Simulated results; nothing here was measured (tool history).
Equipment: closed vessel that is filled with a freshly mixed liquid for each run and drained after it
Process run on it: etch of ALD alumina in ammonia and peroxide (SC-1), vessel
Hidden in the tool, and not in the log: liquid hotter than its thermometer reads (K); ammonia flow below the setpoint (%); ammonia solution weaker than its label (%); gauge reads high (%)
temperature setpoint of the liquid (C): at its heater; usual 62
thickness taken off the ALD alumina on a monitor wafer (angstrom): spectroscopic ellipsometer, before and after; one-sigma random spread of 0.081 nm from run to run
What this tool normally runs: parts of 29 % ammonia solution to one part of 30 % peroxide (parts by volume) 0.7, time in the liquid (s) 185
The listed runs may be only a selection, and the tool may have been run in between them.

run    hour  temperature setpoint of the liquid (C)  parts of 29 % ammonia solution to one part of 30 % peroxide (parts by volume)  time in the liquid (s)  wafers since the last listed run  hours since the thermometer was replaced  hours since the ammonia flow meter was replaced  hours since the drum of ammonia solution was connected  hours since the gauge calibration  read-back film thickness of the ALD alumina reference wafer, read on the same gauge (nm)  thickness taken off the ALD alumina on a monitor wafer (angstrom)
  1       0                                    57.5                                                                            0.7                     225                                 0                                    1017.9                                             51.1                                                   424.9                             1025.3                                                                                    139.98                                                                217
  2    43.8                                    57.5                                                                            0.7                     225                              2782                                    1061.7                                             94.9                                                   468.7                             1069.1                                                                                       140                                                              217.4
  3   146.9                                      62                                                                            0.7                     220                              6549                                    1164.8                                              198                                                   571.8                             1172.2                                                                                    139.99                                                              268.8
  4   215.8                                      62                                                                            0.7                     135                              4377                                    1233.7                                            266.9                                                   640.7                             1241.1                                                                                    139.96                                                              163.7
  5   291.9                                      62                                                                            0.7                     135                              4834                                    1309.8                                              343                                                   716.8                             1317.2                                                                                    140.03                                                              163.4
  6   366.1                                      62                                                                            0.7                     185                              4713                                      1384                                            417.2                                                     791                             1391.4                                                                                    139.98                                                              224.5
        372  -- new drum of ammonia solution connected
  7   430.6                                      62                                                                            0.7                     185                              4034                                    1448.5                                            481.7                                                    58.6                             1455.9                                                                                    139.98                                                              224.5
  8   509.8                                      62                                                                            0.7                     185                              5031                                    1527.7                                            560.9                                                   137.8                             1535.1                                                                                    139.99                                                              223.3
  9   548.3                                      62                                                                            0.7                     245                              2445                                    1566.2                                            599.4                                                   176.3                             1573.6                                                                                    140.01                                                              295.2
 10   598.7                                    64.5                                                                            0.7                     120                              3201                                    1616.6                                            649.8                                                   226.7                               1624                                                                                    140.01                                                              164.6
      649.2  -- gauge calibrated
      768.4  -- ammonia flow meter replaced
        899  -- thermometer replaced
 11   919.8                                      62                                                                            0.9                     185                             20272                                      20.8                                            151.4                                                   547.8                              270.6                                                                                    140.04                                                              229.9
 12  1027.5                                      62                                                                            0.9                     185                              6842                                     128.5                                            259.1                                                   655.5                              378.3                                                                                       140                                                              229.7
 13  1079.7                                      62                                                                            0.9                     185                              3316                                     180.7                                            311.3                                                   707.7                              430.5                                                                                    140.01                                                              229.4
 14  1177.8                                      62                                                                            0.7                     185                              6232                                     278.8                                            409.4                                                   805.8                              528.6                                                                                    140.01                                                              224.1
     1208.3  -- new drum of ammonia solution connected
 15    1223                                      62                                                                           0.85                     185                              2808                                       324                                            454.6                                                    14.7                              573.8                                                                                    139.98                                                              227.6
 16  1280.1                                      68                                                                            0.7                     185                              3627                                     381.1                                            511.7                                                    71.8                              630.9                                                                                       140                                                              301.4
 17    1340                                      62                                                                            0.7                     185                              3805                                       441                                            571.6                                                   131.7                              690.8                                                                                       140                                                              224.5
 18  1436.2                                    69.5                                                                            0.7                     185                              6111                                     537.2                                            667.8                                                   227.9                                787                                                                                    140.01                                                              324.9
 19  1486.5                                      70                                                                            0.7                     185                              3195                                     587.5                                            718.1                                                   278.2                              837.3                                                                                    140.03                                                              330.2
 20  1535.7                                    57.5                                                                            0.7                     220                              3125                                     636.7                                            767.3                                                   327.4                              886.5                                                                                    140.03                                                              210.9
     1574.9  -- ammonia flow meter replaced
 21  1638.2                                      59                                                                           0.55                     285                              6448                                     739.2                                             63.3                                                   429.9                                989                                                                                    139.99                                                              289.8
 22  1711.4                                      62                                                                           0.35                     185                              4650                                     812.4                                            136.5                                                   503.1                             1062.2                                                                                    140.01                                                              211.5
 23  1773.7                                      70                                                                            0.7                     185                              3957                                     874.7                                            198.8                                                   565.4                             1124.5                                                                                    140.01                                                              333.4
 24  1864.3                                      62                                                                            0.7                     275                              5755                                     965.3                                            289.4                                                     656                             1215.1                                                                                    140.01                                                              332.8
     1906.6  -- new drum of ammonia solution connected
 25  1951.8                                      62                                                                            0.7                     185                              5495                                    1052.8                                            376.9                                                    45.2                             1302.6                                                                                    140.03                                                              225.5
 26  2126.2                                      62                                                                            0.7                     185                             11079                                    1227.2                                            551.3                                                   219.6                               1477                                                                                       140                                                                223

Give the tool's hidden conditions for every run:
liquid hotter than its thermometer reads (K): 0 on each run
ammonia solution weaker than its label (%): 0 on each run
gauge reads high (%): 0 on each run
H1: ammonia flow below the setpoint (%)
run     H1
  1  0.865
  2   1.48
  3   2.94
  4   3.92
  5   4.99
  6   6.04
  7   6.95
  8   8.07
  9   8.62
 10   9.33
 11   3.58
 12    5.1
 13   5.84
 14   7.22
 15   7.86
 16   8.67
 17   9.52
 18   10.9
 19   11.6
 20   12.3
 21   2.27
 22   3.31
 23   4.19
 24   5.47
 25   6.71
 26   9.17
